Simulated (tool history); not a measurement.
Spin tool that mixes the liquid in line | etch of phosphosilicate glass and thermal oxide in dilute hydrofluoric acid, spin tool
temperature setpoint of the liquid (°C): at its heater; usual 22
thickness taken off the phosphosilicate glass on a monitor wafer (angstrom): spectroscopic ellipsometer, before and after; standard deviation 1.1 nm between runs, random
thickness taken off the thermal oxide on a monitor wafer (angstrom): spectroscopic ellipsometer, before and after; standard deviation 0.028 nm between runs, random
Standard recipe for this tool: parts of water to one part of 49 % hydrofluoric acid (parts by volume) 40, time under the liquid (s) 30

run,hour,temperature setpoint of the liquid (°C),parts of water to one part of 49 % hydrofluoric acid (parts by volume),time under the liquid (s),"read-back film thickness of the phosphosilicate glass reference wafer, read on the same gauge (nm)","read-back film thickness of the thermal oxide reference wafer, read on the same gauge (nm)",thickness taken off the phosphosilicate glass on a monitor wafer (angstrom),thickness taken off the thermal oxide on a monitor wafer (angstrom)
1,0,22,40,40,149.96,150,1468.4,41.44
2,31.3,22,40,40,149.99,149.956,1463.6,41.83
# hour 37: gauge calibrated
3,45,22,40,30,150.03,149.993,1097.5,30.81
4,63.1,22,40,30,150.02,149.994,1099.1,31.02
5,79,22,35,30,150.03,150.028,1224.7,35.32
6,105.2,21,40,25,150.03,150.035,869,24.54
7,122.7,21,40,25,149.97,149.984,862.5,24.24
8,137.1,21,40,25,150,150.036,859.5,24.3
9,171.6,22,40,30,149.95,150.027,1089,30.52
10,199.5,22,40,30,150.03,150.02,1089.7,30.29
11,211.8,22,40,30,149.99,150.016,1064.4,30.18
12,240,22,40,45,150.06,150.056,1613.1,45.56
13,253.9,22,40,15,149.99,149.988,535,15.21
14,281.8,22,55,30,149.97,149.977,756,21.61
15,294.6,19.5,20,15,150.03,150.002,991.6,27.92
16,329.5,22,40,30,150,150.044,1079.4,30.32
# hour 343.2: hydrofluoric acid flow meter replaced
# hour 362.1: gauge calibrated
17,363.3,23.5,20,30,149.99,150.029,2722.9,77.15
# hour 368.3: thermometer replaced
18,375.4,20,40,20,150,150.001,760.3,21.4
19,398,22,40,30,149.95,149.998,1245.9,35.2
20,410.5,22,40,30,150,150.001,1229.1,35.23
21,437.3,22,50,30,150.06,150.048,967.2,27.36
22,471.2,22,25,30,150,150.036,2015.2,56.47
23,493.4,22,50,20,150.03,150.045,631.7,18.16
24,516.2,22,40,30,150.03,149.946,1224.6,34.57
25,547.3,22,40,30,149.98,149.973,1219.7,34.48
26,566,23.5,40,30,149.99,149.99,1310,36.99

4 options for the next run, each taken on its own from the tool as it stands now. Forecast them:
A,566.4,20.5,40,30,?,?,?,?
B,566.4,20,40,30,?,?,?,?
C,566.4,24.5,40,20,?,?,?,?
D,566.4,26,30,20,?,?,?,?

run,"read-back film thickness of the phosphosilicate glass reference wafer, read on the same gauge (nm)","read-back film thickness of the thermal oxide reference wafer, read on the same gauge (nm)",thickness taken off the phosphosilicate glass on a monitor wafer (angstrom),thickness taken off the thermal oxide on a monitor wafer (angstrom)
A,149.98,149.976,1165.2,32.12
B,149.98,149.976,1140.6,31.44
C,149.98,149.976,918.7,25.32
D,149.98,149.976,1321.5,36.43
The same runs, with their run-to-run variation unchanged, on a tool lacking any hidden condition would have given:
run,thickness taken off the phosphosilicate glass on a monitor wafer (angstrom),thickness taken off the thermal oxide on a monitor wafer (angstrom)
A,1197.6,33.01
B,1172.3,32.31
C,944.4,26.03
D,1358.3,37.44
